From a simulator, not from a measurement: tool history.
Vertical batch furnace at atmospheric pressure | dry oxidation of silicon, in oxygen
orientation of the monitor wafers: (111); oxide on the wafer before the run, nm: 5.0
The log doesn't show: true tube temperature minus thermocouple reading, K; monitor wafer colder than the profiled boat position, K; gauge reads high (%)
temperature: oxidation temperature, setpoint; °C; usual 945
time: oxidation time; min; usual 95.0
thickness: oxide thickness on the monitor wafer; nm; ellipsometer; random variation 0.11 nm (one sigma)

run    hour  temperature   time  wafers since the last listed run  hours since the last temperature calibration  hours since the boat lift was adjusted  hours since the gauge calibration  read-back reference wafer on the same gauge, thickness  thickness
  1     0.0          945   95.0                                 0                                        3081.2                                  4545.2                              196.2                                                   65.59      62.01
  2    44.9          945   95.0                               551                                        3126.1                                  4590.1                              241.1                                                   65.63      61.78
  3    95.0          945   95.0                               615                                        3176.2                                  4640.2                              291.2                                                   65.59      62.08
  4   159.5          945  115.5                               792                                        3240.7                                  4704.7                              355.7                                                   65.61      70.61
  5   263.3          945  115.5                              1275                                        3344.5                                  4808.5                              459.5                                                   65.60      70.76
  6   299.6          959   95.0                               446                                        3380.8                                  4844.8                              495.8                                                   65.60      69.31
  7   365.2          959   95.0                               806                                        3446.4                                  4910.4                              561.4                                                   65.62      69.13
  8   446.0          959   95.0                               993                                        3527.2                                  4991.2                              642.2                                                   65.61      69.31
  9   675.3          945   56.5                              2818                                        3756.5                                  5220.5                              871.5                                                   65.59      44.01
 10   728.3          945   95.0                               651                                        3809.5                                  5273.5                              924.5                                                   65.60      62.01
      835.8  -- boat lift adjusted
 11   836.3          945  139.0                              1032                                        3917.5                                     0.5                             1032.5                                                   65.60      82.35
 12   878.2          959  113.5                               515                                        3959.4                                    42.4                             1074.4                                                   65.57      80.19
      895.4  -- gauge calibrated
 13   979.9          932   70.5                              1250                                        4061.1                                   144.1                               84.5                                                   65.60      46.95
     1027.6  -- thermocouples replaced and temperature profile calibrated
 14  1078.1          945   95.0                               912                                          50.5                                   242.3                              182.7                                                   65.61      61.42
 15  1170.3          958  130.0                              1133                                         142.7                                   334.5                              274.9                                                   65.60      83.70
 16  1269.2          957   95.0                              1215                                         241.6                                   433.4                              373.8                                                   65.59      67.38
 17  1364.0          945   95.0                              1165                                         336.4                                   528.2                              468.6                                                   65.59      61.35

3 ways to go on from here, each from the tool as it stands after run 17. What would each give?
  A  1370.0          945  95.0                                73                                         342.4                                   534.2                              474.6                                                       ?          ?
  B  1370.0          970  58.0                                73                                         342.4                                   534.2                              474.6                                                       ?          ?
  C  1370.0          945  72.0                                73                                         342.4                                   534.2                              474.6                                                       ?          ?

run  read-back reference wafer on the same gauge, thickness  thickness
  A                                                   65.56      61.55
  B                                                   65.56      54.03
  C                                                   65.56      51.15
Without the tool's hidden state the same runs would have given:
run  thickness
  A      61.81
  B      54.26
  C      51.37

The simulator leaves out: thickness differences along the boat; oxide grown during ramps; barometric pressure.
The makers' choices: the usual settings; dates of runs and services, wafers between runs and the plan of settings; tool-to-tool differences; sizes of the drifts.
